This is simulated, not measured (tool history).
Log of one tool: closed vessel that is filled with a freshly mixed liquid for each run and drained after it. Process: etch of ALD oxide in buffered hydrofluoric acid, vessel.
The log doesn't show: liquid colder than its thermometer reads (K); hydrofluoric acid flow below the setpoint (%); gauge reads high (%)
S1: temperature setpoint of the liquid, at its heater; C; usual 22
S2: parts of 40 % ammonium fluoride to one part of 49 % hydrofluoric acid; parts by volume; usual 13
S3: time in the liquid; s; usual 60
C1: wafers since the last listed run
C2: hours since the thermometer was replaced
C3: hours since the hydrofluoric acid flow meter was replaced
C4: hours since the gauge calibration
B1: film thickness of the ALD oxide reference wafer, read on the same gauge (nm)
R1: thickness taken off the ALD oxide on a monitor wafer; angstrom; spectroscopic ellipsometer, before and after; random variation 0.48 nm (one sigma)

run   hour    S1    S2  S3    C1      C2      C3     C4     B1      R1
  1      0    25    13  60     0  1429.5  2027.8   89.5  49.99  1031.1
  2      7    25    13  60   976  1436.5  2034.8   96.5  50.01  1020.3
  3     22    25    13  60  2091  1451.5  2049.8  111.5  50.03  1022.9
  4   30.9    22    10  60  1240  1460.4  2058.7  120.4     50  1109.7
  5   42.5    22    10  60  1617    1472  2070.3    132  50.02  1104.2
  6   51.5    22     9  60  1254    1481  2079.3    141  49.99  1226.3
  7   61.1    22    13  45  1338  1490.6  2088.9  150.6     50   640.6
  8     74    22    13  60  1798  1503.5  2101.8  163.5  49.96   856.6
  9   81.4    22    13  60  1031  1510.9  2109.2  170.9  49.99     852
 10   92.9    22    13  60  1603  1522.4  2120.7  182.4     50   849.9
 11  104.5    22    13  60  1617    1534  2132.3    194  50.01   850.5
 12  118.3    22    13  60  1924  1547.8  2146.1  207.8  50.01   848.5
 13  131.1    22    13  60  1784  1560.6  2158.9  220.6     50   847.1
     146.9  -- thermometer replaced
 14  148.2    22    13  60  2244     1.3    2176  237.7     50     963
 15  162.8    22    13  60  2035    15.9  2190.6  252.3     50   961.9
 16  173.2  26.5    10  85  1450    26.3    2201  262.7     50  2239.6
 17  186.8  23.5    13  60  1896    39.9  2214.6  276.3  50.01  1035.8
 18  204.1    22    13  60  2412    57.2  2231.9  293.6  50.04   956.3
     213.1  -- hydrofluoric acid flow meter replaced
 19  215.6    22    13  60  1464    68.7     2.5  305.1     50  1120.5
 20  224.7  25.5    13  60  1268    77.8    11.6  314.2  49.99  1354.8
 21  236.6    27    15  90  1659    89.7    23.5  326.1     50  1918.5
 22  253.2  24.5    13  50  2314   106.3    40.1  342.7  50.02  1067.8
       264  -- gauge calibrated
 23  264.5    22    13  60  1575   117.6    51.4    0.5  49.99  1106.5
 24  277.4    22    13  30  1798   130.5    64.3   13.4     50     552
 25  284.9  19.5    16  70  1045     138    71.8   20.9     50     919
 26  294.6    22     9  80  1352   147.7    81.5   30.6  50.01  2027.4
 27  309.7    20  17.5  30  2105   162.8    96.6   45.7  49.98   367.6
 28  316.8  23.5    10  40   990   169.9   103.7   52.8  50.02  1025.7
 29    334    22    13  60  2398   187.1   120.9     70  49.98  1101.1

4 ways to go on from here, each from the tool as it stands after run 29. What would each give?
  A  334.7    22    13  60  97  187.8  121.6  70.7   ?   ?
  B  334.7    22    13  50  97  187.8  121.6  70.7   ?   ?
  C  334.7    24    13  60  97  187.8  121.6  70.7   ?   ?
  D  334.7  26.5  11.5  45  97  187.8  121.6  70.7   ?   ?

run     B1      R1
  A  49.98  1097.8
  B  49.98   914.9
  C  49.98  1225.9
  D  49.98  1187.4
Without the tool's hidden state the same runs would have given:
run      R1
  A  1144.5
  B   953.8
  C  1277.4
  D  1236.6
